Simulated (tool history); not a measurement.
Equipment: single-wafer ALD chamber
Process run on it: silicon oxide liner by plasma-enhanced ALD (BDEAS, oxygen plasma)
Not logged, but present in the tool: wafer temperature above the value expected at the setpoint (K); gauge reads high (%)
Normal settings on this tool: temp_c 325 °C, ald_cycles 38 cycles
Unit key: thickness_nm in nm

| run | hour | temp_c | ald_cycles | wafers since the last listed run | hours since the last thermocouple change | hours since the gauge calibration | read-back reference wafer on the same gauge, thickness_nm | thickness_nm |
|---|---|---|---|---|---|---|---|---|
| 1 | 0 | 325 | 42 | 0 | 833.8 | 22.3 | 3.832 | 4.261 |
| 2 | 28.5 | 325 | 42 | 203 | 862.3 | 50.8 | 3.83 | 4.27 |
| 3 | 56.7 | 332 | 41 | 201 | 890.5 | 79 | 3.83 | 4.11 |
| 4 | 92.1 | 325 | 36 | 253 | 925.9 | 114.4 | 3.828 | 3.641 |
| 5 | 124.5 | 325 | 36 | 231 | 958.3 | 146.8 | 3.83 | 3.629 |
|  | 153.6 | thermocouple changed; heater temperature recalibrated |
| 6 | 154.1 | 325 | 32 | 154 | 0.5 | 176.4 | 3.829 | 3.258 |
| 7 | 167.9 | 325 | 43 | 98 | 14.3 | 190.2 | 3.83 | 4.364 |
| 8 | 197.8 | 325 | 43 | 213 | 44.2 | 220.1 | 3.832 | 4.368 |
| 9 | 230.7 | 315 | 41 | 235 | 77.1 | 253 | 3.828 | 4.216 |
|  | 244.8 | gauge calibrated |
| 10 | 256.5 | 325 | 42 | 184 | 102.9 | 11.7 | 3.832 | 4.249 |
| 11 | 288.5 | 325 | 38 | 229 | 134.9 | 43.7 | 3.832 | 3.829 |
| 12 | 322.6 | 314 | 44 | 244 | 169 | 77.8 | 3.83 | 4.528 |
| 13 | 355.4 | 313 | 45 | 234 | 201.8 | 110.6 | 3.831 | 4.661 |
| 14 | 387.2 | 331 | 45 | 227 | 233.6 | 142.4 | 3.829 | 4.52 |
| 15 | 410.4 | 318 | 42 | 166 | 256.8 | 165.6 | 3.833 | 4.295 |
| 16 | 429.2 | 338 | 31 | 134 | 275.6 | 184.4 | 3.83 | 3.09 |

Alternative continuations, all from the tool just after run 16; predict every row:
| A | 429.7 | 325 | 30 | 3 | 276.1 | 184.9 | ? | ? |
| B | 429.7 | 312 | 43 | 3 | 276.1 | 184.9 | ? | ? |
| C | 429.7 | 325 | 35 | 3 | 276.1 | 184.9 | ? | ? |
| D | 429.7 | 318 | 34 | 3 | 276.1 | 184.9 | ? | ? |

| run | read-back reference wafer on the same gauge, thickness_nm | thickness_nm |
|---|---|---|
| A | 3.83 | 3.04 |
| B | 3.83 | 4.444 |
| C | 3.83 | 3.546 |
| D | 3.83 | 3.482 |
With no hidden state in the tool, these same runs would have given:
| run | thickness_nm |
|---|---|
| A | 3.04 |
| B | 4.444 |
| C | 3.546 |
| D | 3.482 |
